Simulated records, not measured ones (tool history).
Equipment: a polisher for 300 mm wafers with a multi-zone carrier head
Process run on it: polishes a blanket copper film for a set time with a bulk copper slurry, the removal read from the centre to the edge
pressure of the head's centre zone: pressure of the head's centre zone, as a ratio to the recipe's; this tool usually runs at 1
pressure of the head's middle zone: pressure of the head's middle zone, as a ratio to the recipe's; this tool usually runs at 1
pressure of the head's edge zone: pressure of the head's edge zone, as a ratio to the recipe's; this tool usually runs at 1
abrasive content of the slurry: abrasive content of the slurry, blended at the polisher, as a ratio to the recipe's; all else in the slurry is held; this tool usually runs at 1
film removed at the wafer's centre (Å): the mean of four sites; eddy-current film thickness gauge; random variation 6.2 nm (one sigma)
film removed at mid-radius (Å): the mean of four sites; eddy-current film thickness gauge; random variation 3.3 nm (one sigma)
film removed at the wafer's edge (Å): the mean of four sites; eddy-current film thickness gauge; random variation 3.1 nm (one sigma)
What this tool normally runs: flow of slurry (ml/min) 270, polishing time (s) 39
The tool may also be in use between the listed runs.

run,hour,flow of slurry (ml/min),pressure of the head's centre zone,pressure of the head's middle zone,pressure of the head's edge zone,abrasive content of the slurry,polishing time (s),wafers since the last listed run,wafers polished on this pad,hours since the slurry nozzle was cleaned,hours since the centre zone pressure was calibrated,hours since the edge zone pressure was calibrated,hours since the carrier head's membrane was replaced,"incoming thickness of the incoming film, nm",film removed at the wafer's centre (Å),film removed at mid-radius (Å),film removed at the wafer's edge (Å)
1,0,270,1,1,0.95,1,39,0,453,858.3,256.3,759.6,836.8,3087.7,3569,3533,3572
# hour 1.8: slurry nozzle cleaned
2,27.2,270,1,1,0.95,1,39,416,870,25.4,283.5,786.8,864,3003,4276,4194,4038
3,52.6,270,1,1,1,1,39,403,1273,50.8,308.9,812.2,889.4,3103.6,4482,4184,4132
4,78.4,270,1,1,1,1,39,410,1684,76.6,334.7,838,915.2,2995.1,4485,4149,4127
5,96.9,325,1,1,1,0.85,48,294,1978,95.1,353.2,856.5,933.7,3047.1,5510,5190,5061
# hour 113.4: carrier head's membrane replaced by a new one
# hour 123.8: edge zone pressure recalibrated
6,128.1,270,1,1,1,1,39,384,2362,126.3,384.4,4.3,14.7,3087.5,4473,4233,4104
# hour 139.2: worn pad replaced by a new one
7,141,270,1,1,1,1.3,39,141,29,139.2,397.3,17.2,27.6,3034.5,4612,4307,4292
8,157.8,270,1,1,0.92,1.2,39,267,296,156,414.1,34,44.4,3022.2,4626,4250,4041
9,191.1,270,1,1.1,1,1,39,529,825,189.3,447.4,67.3,77.7,2981.2,4461,4574,4091
10,226.1,270,1,1,1,1.2,39,556,1382,224.3,482.4,102.3,112.7,3048.2,4749,4329,4223
# hour 285.2: worn pad replaced by a new one
11,318.6,270,1.06,1,0.89,1.1,33,1406,531,316.8,574.9,194.8,205.2,3056.9,4238,3577,3342
# hour 351.8: centre zone pressure recalibrated
12,352.9,200,1,1,1,1,39,513,1045,351.1,1.1,229.1,239.5,3100.9,3935,3994,4014
13,377.8,270,1.04,1,0.94,1,39,395,1440,376,26,254,264.4,3086.5,4378,4115,3924
14,405.5,270,1,1,0.97,1,39,440,1881,403.7,53.7,281.7,292.1,3118.9,4275,4198,4023
15,437,300,1,1,1,1,39,500,2381,435.2,85.2,313.2,323.6,2996.4,4353,4148,4069
# hour 463.5: worn pad replaced by a new one
16,464,305,0.89,1,1,1,39,365,7,462.2,112.2,340.2,350.6,3096.3,3868,4194,4139
17,471.7,240,1,1,0.93,1,52,122,130,469.9,119.9,347.9,358.3,3101.6,5573,5475,5165
18,489.5,270,1,1.1,1,1,39,282,413,487.7,137.7,365.7,376.1,3013.3,4292,4403,4096
19,504.2,270,1,1,1,1,52,233,647,502.4,152.4,380.4,390.8,3065.1,5683,5451,5351
20,524.8,270,1,1,1,1,39,327,974,523,173,401,411.4,3060.3,4113,4120,4061

What if the next run were any one of these 5? Each begins from the tool's condition after run 20:
A,525.2,270,1,1,0.9,1,39,6,980,523.4,173.4,401.4,411.8,3016.7,?,?,?
B,525.2,295,1,1.11,1,1,39,6,980,523.4,173.4,401.4,411.8,3016.7,?,?,?
C,525.2,270,1,0.89,1,1,39,6,980,523.4,173.4,401.4,411.8,3016.7,?,?,?
D,525.2,270,1,0.93,1,1,26,6,980,523.4,173.4,401.4,411.8,3016.7,?,?,?
E,525.2,270,0.95,1,0.93,1.1,33,6,980,523.4,173.4,401.4,411.8,3016.7,?,?,?

run,film removed at the wafer's centre (Å),film removed at mid-radius (Å),film removed at the wafer's edge (Å)
A,4150,4151,3868
B,4211,4593,4097
C,4147,3765,4070
D,2765,2603,2712
E,3407,3560,3367
With no hidden state in the tool, these same runs would have given:
run,film removed at the wafer's centre (Å),film removed at mid-radius (Å),film removed at the wafer's edge (Å)
A,4220,4270,3951
B,4270,4712,4177
C,4217,3873,4158
D,2812,2678,2770
E,3465,3662,3440

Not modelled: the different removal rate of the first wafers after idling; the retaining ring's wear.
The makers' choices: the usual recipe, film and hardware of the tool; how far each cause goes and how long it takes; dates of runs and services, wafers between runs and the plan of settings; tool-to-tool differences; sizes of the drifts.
